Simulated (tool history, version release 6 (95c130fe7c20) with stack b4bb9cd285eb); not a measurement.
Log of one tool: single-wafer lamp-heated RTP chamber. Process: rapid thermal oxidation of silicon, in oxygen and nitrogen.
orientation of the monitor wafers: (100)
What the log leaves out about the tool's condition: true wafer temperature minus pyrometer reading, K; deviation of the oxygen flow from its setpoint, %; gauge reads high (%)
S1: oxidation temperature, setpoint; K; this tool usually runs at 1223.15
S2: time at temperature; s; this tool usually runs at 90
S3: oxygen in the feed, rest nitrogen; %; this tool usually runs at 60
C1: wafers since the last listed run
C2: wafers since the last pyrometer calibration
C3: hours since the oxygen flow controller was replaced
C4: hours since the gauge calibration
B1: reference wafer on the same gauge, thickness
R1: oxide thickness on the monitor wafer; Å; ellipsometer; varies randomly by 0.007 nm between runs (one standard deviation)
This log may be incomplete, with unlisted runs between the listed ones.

run	hour	S1	S2	S3	C1	C2	C3	C4	B1	R1
1	0.0	1223.15	90	60	0	1184	5289.5	144.0	3.980	47.35
2	17.6	1223.15	90	60	182	1366	5307.1	161.6	3.980	47.38
3	32.0	1223.15	90	60	149	1515	5321.5	176.0	3.981	47.50
4	48.2	1223.15	90	60	167	1683	5337.7	192.2	3.979	47.65
5	61.8	1223.15	90	60	140	1824	5351.3	205.8	3.980	47.54
6	75.7	1223.15	90	60	143	1968	5365.2	219.7	3.979	47.64
# hour 85.4: pyrometer window cleaned and pyrometer calibrated
7	86.1	1223.15	90	60	24	6	5375.6	230.1	3.979	46.95
# hour 93.5: gauge calibrated
8	99.5	1223.15	90	60	138	145	5389.0	6.0	3.979	46.91
9	110.2	1223.15	90	60	110	256	5399.7	16.7	3.980	47.07
10	126.4	1236.15	90	60	167	424	5415.9	32.9	3.980	51.62
# hour 143.7: oxygen flow controller replaced
11	144.2	1223.15	90	60	101	525	0.5	50.7	3.979	47.11
12	153.1	1223.15	90	60	92	617	9.4	59.6	3.979	47.13
13	170.6	1236.15	90	85	181	799	26.9	77.1	3.979	58.15
14	178.0	1223.15	67	83	76	875	34.3	84.5	3.981	46.38
15	184.9	1223.15	112	60	71	947	41.2	91.4	3.980	51.65
16	192.2	1223.15	90	60	75	1022	48.5	98.7	3.979	47.21
17	198.8	1223.15	90	81	68	1091	55.1	105.3	3.981	52.07
18	208.3	1234.15	121	37	98	1189	64.6	114.8	3.979	49.75

Each row is a separate what-if for the run after 18, all from the same tool condition, not one after another. Results?
A	208.7	1223.15	90	60	4	1193	65.0	115.2	?	?
B	208.7	1195.15	90	60	4	1193	65.0	115.2	?	?
C	208.7	1209.15	90	70	4	1193	65.0	115.2	?	?
D	208.7	1223.15	68	30	4	1193	65.0	115.2	?	?

run	B1	R1
A	3.982	47.39
B	3.982	39.44
C	3.982	45.05
D	3.982	35.69
Without the tool's unlogged condition, the same runs would have read:
run	R1
A	46.86
B	39.06
C	44.55
D	35.40
